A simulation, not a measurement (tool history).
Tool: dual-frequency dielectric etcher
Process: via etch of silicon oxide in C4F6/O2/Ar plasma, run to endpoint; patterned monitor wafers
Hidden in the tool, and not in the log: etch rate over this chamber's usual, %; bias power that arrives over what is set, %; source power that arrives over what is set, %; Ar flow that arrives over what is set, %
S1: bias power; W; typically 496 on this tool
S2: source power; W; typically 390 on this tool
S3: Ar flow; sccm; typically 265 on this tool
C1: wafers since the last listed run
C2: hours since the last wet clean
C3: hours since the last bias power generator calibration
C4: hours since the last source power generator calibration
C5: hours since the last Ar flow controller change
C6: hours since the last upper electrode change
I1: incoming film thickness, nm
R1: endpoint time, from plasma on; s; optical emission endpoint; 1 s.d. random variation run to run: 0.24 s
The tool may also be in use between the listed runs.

run	day	S1	S2	S3	C1	C2	C3	C4	C5	C6	I1	R1
1	0.000	451	390	265	0	233.2	2397.8	2238.4	1556.6	6226.4	131.5	33.6
2	0.475	451	390	265	106	244.6	2409.2	2249.8	1568.0	6237.8	131.1	33.3
3	1.146	496	390	265	149	260.7	2425.3	2265.9	1584.1	6253.9	132.6	33.0
4	2.317	496	390	265	261	288.8	2453.4	2294.0	1612.2	6282.0	131.7	33.0
5	3.054	496	390	265	164	306.5	2471.1	2311.7	1629.9	6299.7	131.4	33.1
6	3.667	496	390	265	136	321.2	2485.8	2326.4	1644.6	6314.4	131.3	32.9
7	4.125	496	390	265	102	332.2	2496.8	2337.4	1655.6	6325.4	130.2	32.8
8	4.558	496	390	265	96	342.6	2507.2	2347.8	1666.0	6335.8	129.7	32.8
9	5.250	496	390	265	154	359.2	2523.8	2364.4	1682.6	6352.4	131.5	33.5
10	5.767	496	390	265	115	371.6	2536.2	2376.8	1695.0	6364.8	130.3	33.4
# day 7.342: upper electrode replaced
11	7.975	496	390	265	269	424.6	2589.2	2429.8	1748.0	15.2	130.2	33.0
# day 10.117: wet clean of the chamber
12	10.138	496	390	265	259	0.5	2641.1	2481.7	1799.9	67.1	130.6	31.7
13	10.479	496	390	265	76	8.7	2649.3	2489.9	1808.1	75.3	130.2	31.9
# day 10.838: Ar flow controller replaced
14	11.004	496	390	265	61	21.3	2661.9	2502.5	4.0	87.9	132.6	32.8
15	12.188	450	420	296	264	49.7	2690.3	2530.9	32.4	116.3	132.8	32.4
16	12.504	608	320	199	70	57.3	2697.9	2538.5	40.0	123.9	132.0	32.0
17	13.246	533	330	315	165	75.1	2715.7	2556.3	57.8	141.7	129.9	34.0
# day 13.433: bias power generator calibrated
# day 14.333: source power generator calibrated
18	14.783	496	390	265	268	112.0	32.4	10.8	94.7	178.6	131.9	32.9
19	15.492	496	420	265	158	129.0	49.4	27.8	111.7	195.6	132.0	32.3
20	17.421	496	390	265	430	175.3	95.7	74.1	158.0	241.9	131.6	32.9
21	18.058	549	300	247	142	190.6	111.0	89.4	173.3	257.2	132.2	35.8
22	18.425	464	330	286	81	199.4	119.8	98.2	182.1	266.0	131.3	35.6
23	19.096	496	390	204	149	215.5	135.9	114.3	198.2	282.1	130.7	31.8
24	19.638	496	390	265	120	228.5	148.9	127.3	211.2	295.1	131.3	33.2
25	21.154	568	330	231	338	264.9	185.3	163.7	247.6	331.5	131.9	33.8
26	21.804	390	390	320	145	280.5	200.9	179.3	263.2	347.1	130.7	35.1
27	22.075	569	330	282	60	287.0	207.4	185.8	269.7	353.6	130.6	34.0
28	22.546	496	330	318	105	298.3	218.7	197.1	281.0	364.9	131.9	36.2
29	23.058	383	430	265	114	310.6	231.0	209.4	293.3	377.2	130.6	33.3
30	23.396	390	480	236	75	318.7	239.1	217.5	301.4	385.3	132.1	31.8

Below are 3 alternative next runs, each starting from the tool's condition after run 30. Predict each:
A	23.412	496	480	265	3	319.1	239.5	217.9	301.8	385.7	130.6	?
B	23.412	571	470	265	3	319.1	239.5	217.9	301.8	385.7	130.6	?
C	23.412	496	300	265	3	319.1	239.5	217.9	301.8	385.7	130.6	?

run	R1
A	30.5
B	29.8
C	36.6
Without the tool's unlogged condition, the same runs would have read:
run	R1
A	29.4
B	28.7
C	35.2

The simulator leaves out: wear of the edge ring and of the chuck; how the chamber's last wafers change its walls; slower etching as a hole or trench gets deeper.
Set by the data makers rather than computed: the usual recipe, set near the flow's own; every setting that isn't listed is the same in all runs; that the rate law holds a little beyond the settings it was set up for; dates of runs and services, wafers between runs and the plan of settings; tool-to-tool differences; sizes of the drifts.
